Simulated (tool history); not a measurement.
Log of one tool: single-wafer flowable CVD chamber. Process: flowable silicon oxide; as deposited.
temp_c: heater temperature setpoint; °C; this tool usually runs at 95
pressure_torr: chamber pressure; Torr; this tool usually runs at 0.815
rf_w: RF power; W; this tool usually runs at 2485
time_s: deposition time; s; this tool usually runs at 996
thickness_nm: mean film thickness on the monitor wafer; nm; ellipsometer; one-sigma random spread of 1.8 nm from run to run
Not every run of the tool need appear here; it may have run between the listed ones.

run   hour  temp_c  pressure_torr  rf_w  time_s  read-back reference wafer on the same gauge, thickness_nm  thickness_nm
  1      0      95          0.815  2485     996                                                     782.96       662.621
  2   12.5      95          0.815  2485     996                                                    782.807       661.151
      12.8  -- gauge calibrated
  3   25.4      95          0.815  2485     996                                                    782.676       661.598
  4   34.5      95          0.815  2485     996                                                    783.165       658.667
      48.6  -- thermocouple changed; heater temperature recalibrated
  5   50.7      95          0.815  2485     996                                                    782.835       970.532
  6   63.3      95          0.815  2485     996                                                    783.621       973.122
      75.5  -- thermocouple changed; heater temperature recalibrated, repeated, since the last time left the tool worse
      83.9  -- RF generator calibrated
  7   84.4      95          0.815  2485     996                                                    783.341       770.615
  8   92.8     109          0.619  2485     996                                                    783.296       389.152
     102.3  -- showerhead replaced
  9    104      95          0.683  2485     996                                                     783.38       645.684
     107.6  -- gauge calibrated
 10  110.7      95          0.815  2485     912                                                    783.059       708.226
     124.7  -- capacitance manometer re-zeroed and calibrated
 11  125.2      86           0.98  2900     907                                                    783.072      1099.535
 12  128.7      95          0.815  2485     996                                                    783.306        771.28
 13    140      95          0.989  2485     996                                                    782.905        936.93
 14  150.9     100          0.815  2350     996                                                    783.385       664.253
 15  157.7      85          0.746  2485     812                                                    783.136       760.407

How would selected steps in thickness_nm from run to run divide? Give the signed amount a tool lacking its hidden state would still show from settings, what came in and random variation, and the signed amount left for the hidden state, including any gauge scatter that is not in both of the compared results.
The tool's hidden condition here consists of: wafer temperature above the value expected at the setpoint (K); delivered RF power above the setpoint (%); true pressure above the setpoint (%); gauge reads high (%).
Run 4 -> 5: thermocouple changed; heater temperature recalibrated. thickness_nm +311.865 nm: hidden state +309.522, all else +2.343.
Run 10 -> 11: temp_c 95 -> 86, pressure_torr 0.815 -> 0.98, rf_w 2485 -> 2900, time_s 912 -> 907, capacitance manometer re-zeroed and calibrated. thickness_nm +391.309 nm: hidden state -1.745, all else +393.054.
